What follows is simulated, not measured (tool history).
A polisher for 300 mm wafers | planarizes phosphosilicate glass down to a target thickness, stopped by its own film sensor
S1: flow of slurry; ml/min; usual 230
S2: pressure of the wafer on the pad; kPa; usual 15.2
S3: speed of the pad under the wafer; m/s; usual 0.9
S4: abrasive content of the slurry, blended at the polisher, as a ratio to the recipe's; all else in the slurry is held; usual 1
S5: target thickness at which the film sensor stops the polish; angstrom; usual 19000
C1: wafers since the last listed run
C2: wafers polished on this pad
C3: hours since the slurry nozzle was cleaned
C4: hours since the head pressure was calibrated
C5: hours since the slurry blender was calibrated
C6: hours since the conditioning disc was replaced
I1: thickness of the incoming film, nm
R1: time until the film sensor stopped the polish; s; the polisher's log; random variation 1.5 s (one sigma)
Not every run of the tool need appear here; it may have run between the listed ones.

run	hour	S1	S2	S3	S4	S5	C1	C2	C3	C4	C5	C6	I1	R1
1	0	230	15.2	1.06	1	19000	0	775	148.6	418.1	134	440.6	2354.2	77.1
2	36.6	230	15.2	1.06	1	19000	297	1072	185.2	454.7	170.6	477.2	2278.6	67.7
3	44.7	230	15.2	1.06	1	19000	65	1138	193.3	462.8	178.7	485.3	2298.5	70.5
4	59.8	230	15.2	0.9	1	19000	122	1260	208.4	477.9	193.8	500.4	2346.1	85.7
# hour 69.9: worn pad replaced by a new one
5	70.4	230	15.2	0.9	1	19000	53	4	219	488.5	204.4	511	2302.4	76.8
6	86.4	230	15.2	0.9	1	19000	129	134	235	504.5	220.4	527	2298.7	76.5
7	98.3	165	15.2	0.9	1.25	19000	96	230	246.9	516.4	232.3	538.9	2280.2	63.1
8	107.3	230	15.2	0.9	1	19000	73	303	255.9	525.4	241.3	547.9	2328.6	85.4
# hour 109.7: conditioning disc replaced and pad reconditioned
9	122.7	230	15.2	1.12	1	19000	108	412	271.3	540.8	256.7	13	2352.7	82.7
# hour 138.8: slurry blender recalibrated
10	139.3	310	15.2	0.64	1.1	18150	118	531	287.9	557.4	0.5	29.6	2338.3	97.8
11	159.6	230	15.2	0.9	1	19000	164	696	308.2	577.7	20.8	49.9	2335.4	79.6
12	174.2	230	15.2	0.9	1	19000	118	814	322.8	592.3	35.4	64.5	2334.4	77.4
# hour 180.1: slurry nozzle cleaned
13	183.4	290	15.2	0.6	0.9	18000	66	881	3.3	601.5	44.6	73.7	2332.5	119.5
14	190.2	230	15.2	0.74	1.15	19000	55	936	10.1	608.3	51.4	80.5	2305.8	70.7
# hour 199.4: head pressure recalibrated
15	200.8	230	15.2	0.9	1	19000	69	1006	20.7	1.4	62	91.1	2341.1	86
16	211.1	230	15.2	0.9	1	19000	83	1089	31	11.7	72.3	101.4	2339.9	84.3
17	221.8	230	15.2	0.9	1	19000	86	1176	41.7	22.4	83	112.1	2311	77.3
18	235.2	270	10.3	0.74	0.85	19000	108	1285	55.1	35.8	96.4	125.5	2315.9	145.5
19	247.8	230	18.6	1.08	1.2	20310	102	1387	67.7	48.4	109	138.1	2362.9	43.1

Estimate the outcome of run 20 from the log above:
# hour 255.1: worn pad replaced by a new one
20	259.4	230	15.2	0.9	1	19000	61	35	79.3	60	120.6	149.7	2305.4	?

{"run 20": {"R1": 80.2}}
Minus the tool's unlogged condition, the same run would have read R1 78.3 s.
